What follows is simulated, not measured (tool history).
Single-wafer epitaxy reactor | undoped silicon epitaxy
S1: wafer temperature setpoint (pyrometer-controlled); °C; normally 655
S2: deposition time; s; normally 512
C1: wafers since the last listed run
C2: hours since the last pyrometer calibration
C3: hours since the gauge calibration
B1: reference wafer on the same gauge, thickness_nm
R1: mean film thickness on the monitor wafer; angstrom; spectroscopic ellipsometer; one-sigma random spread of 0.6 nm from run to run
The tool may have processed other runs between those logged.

run 1 hour=0.0 | S1=647 S2=590 | C1=0 C2=2325.7 C3=338.7 | B1=93.133 | R1=1104.69
run 2 hour=57.2 | S1=647 S2=590 | C1=256 C2=2382.9 C3=395.9 | B1=93.220 | R1=1100.73
run 3 hour=118.4 | S1=659 S2=512 | C1=274 C2=2444.1 C3=457.1 | B1=93.384 | R1=1220.38
run 4 hour=164.9 | S1=655 S2=512 | C1=208 C2=2490.6 C3=503.6 | B1=93.812 | R1=1124.81
run 5 hour=218.0 | S1=655 S2=512 | C1=237 C2=2543.7 C3=556.7 | B1=93.750 | R1=1124.63
run 6 hour=279.9 | S1=663 S2=512 | C1=277 C2=2605.6 C3=618.6 | B1=93.989 | R1=1310.71
run 7 hour=456.1 | S1=655 S2=490 | C1=789 C2=2781.8 C3=794.8 | B1=94.987 | R1=1103.03
run 8 hour=511.4 | S1=655 S2=490 | C1=247 C2=2837.1 C3=850.1 | B1=95.415 | R1=1095.90
-- hour=517.9 gauge calibrated
run 9 hour=557.4 | S1=655 S2=490 | C1=206 C2=2883.1 C3=39.5 | B1=92.893 | R1=1063.23
-- hour=574.6 pyrometer calibrated
run 10 hour=613.3 | S1=655 S2=512 | C1=214 C2=38.7 C3=95.4 | B1=93.135 | R1=1108.79
run 11 hour=726.6 | S1=668 S2=429 | C1=507 C2=152.0 C3=208.7 | B1=93.296 | R1=1190.30
run 12 hour=789.8 | S1=646 S2=594 | C1=283 C2=215.2 C3=271.9 | B1=93.457 | R1=1101.55
run 13 hour=838.8 | S1=644 S2=413 | C1=219 C2=264.2 C3=320.9 | B1=93.375 | R1=735.52
run 14 hour=896.8 | S1=655 S2=512 | C1=259 C2=322.2 C3=378.9 | B1=93.556 | R1=1115.51
run 15 hour=946.0 | S1=664 S2=550 | C1=220 C2=371.4 C3=428.1 | B1=93.852 | R1=1449.00
run 16 hour=989.0 | S1=655 S2=490 | C1=192 C2=414.4 C3=471.1 | B1=93.981 | R1=1087.05
run 17 hour=1032.9 | S1=659 S2=587 | C1=196 C2=458.3 C3=515.0 | B1=94.236 | R1=1408.25
run 18 hour=1078.5 | S1=669 S2=512 | C1=204 C2=503.9 C3=560.6 | B1=94.190 | R1=1477.85
run 19 hour=1106.5 | S1=655 S2=512 | C1=125 C2=531.9 C3=588.6 | B1=94.536 | R1=1132.49

Consider 5 possible next runs. They are alternatives, not a sequence: every one starts from the tool as it was left by run 19. What does each give?
run A hour=1107.0 | S1=646 S2=512 | C1=2 C2=532.4 C3=589.1 | B1=? | R1=?
run B hour=1107.0 | S1=662 S2=437 | C1=2 C2=532.4 C3=589.1 | B1=? | R1=?
run C hour=1107.0 | S1=667 S2=551 | C1=2 C2=532.4 C3=589.1 | B1=? | R1=?
run D hour=1107.0 | S1=643 S2=410 | C1=2 C2=532.4 C3=589.1 | B1=? | R1=?
run E hour=1107.0 | S1=644 S2=568 | C1=2 C2=532.4 C3=589.1 | B1=? | R1=?

run=A B1=94.540 R1=950.66
run=B B1=94.540 R1=1099.75
run=C B1=94.540 R1=1522.02
run=D B1=94.540 R1=718.33
run=E B1=94.540 R1=1014.64
Without the tool's unlogged condition, the same runs would have read:
run=A R1=935.05
run=B R1=1081.70
run=C R1=1497.03
run=D R1=706.54
run=E R1=997.98

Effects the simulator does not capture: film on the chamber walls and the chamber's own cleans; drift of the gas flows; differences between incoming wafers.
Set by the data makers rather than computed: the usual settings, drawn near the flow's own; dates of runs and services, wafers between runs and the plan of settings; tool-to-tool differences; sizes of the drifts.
